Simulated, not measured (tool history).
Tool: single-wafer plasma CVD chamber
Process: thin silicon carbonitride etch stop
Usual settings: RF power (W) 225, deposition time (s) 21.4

run,hour,RF power (W),deposition time (s),"read-back reference wafer on the same gauge, thickness_nm",mean film thickness on the monitor wafer (nm)
1,0,225,21.4,11.9,12.589
2,58.8,225,21.4,11.901,12.522
3,162.7,225,18.2,11.898,10.703
4,222.6,225,18.2,11.923,10.687
5,264.9,225,18.2,11.899,10.675
6,305.7,200,19,11.88,10.773
7,380.9,200,19,11.908,10.78
8,488.7,200,19,11.908,10.784
9,575.1,225,21.4,11.889,12.541
10,653,225,21.4,11.896,12.443
11,704.1,225,21.4,11.921,12.471
12,806,225,20,11.896,11.574
13,895.8,225,20,11.903,11.698
14,942.9,225,21.4,11.888,12.492
15,1000.3,225,21.4,11.91,12.53
16,1062.8,245,24.6,11.893,14.592
17,1159.6,195,23.6,11.895,13.186
18,1209.3,190,19,11.88,10.548
19,1285.9,260,17.3,11.9,10.482
20,1367.3,185,19.2,11.923,10.609
21,1473.1,225,25,11.899,14.73
22,1550.3,225,21.4,11.893,12.547
23,1628.3,260,23.2,11.916,14.205
24,1666.9,225,21.4,11.902,12.648
25,1768.1,195,20,11.904,11.255
26,2062.1,225,21.4,11.885,12.515

Not shown: 4 entries that the log had between the listed runs. Between which runs, and how does the tool's hidden state differ before and after?
Between runs 12 and 13: thermocouple changed; heater temperature recalibrated (hour 865.7)
  delivered RF power above the setpoint (%): -3.42 -> -3.65
  measured less the result without the state, mean film thickness on the monitor wafer (nm): -0.114 -> -0.123
Between runs 16 and 17: showerhead replaced (hour 1119.3)
  delivered RF power above the setpoint (%): -4.07 -> -4.31
  measured less the result without the state, mean film thickness on the monitor wafer (nm): -0.172 -> -0.165
Between runs 20 and 21: RF generator calibrated (hour 1413.8); gauge calibrated (hour 1435.3)
  delivered RF power above the setpoint (%): -4.83 -> -0.597
  measured less the result without the state, mean film thickness on the monitor wafer (nm): -0.149 -> -0.025

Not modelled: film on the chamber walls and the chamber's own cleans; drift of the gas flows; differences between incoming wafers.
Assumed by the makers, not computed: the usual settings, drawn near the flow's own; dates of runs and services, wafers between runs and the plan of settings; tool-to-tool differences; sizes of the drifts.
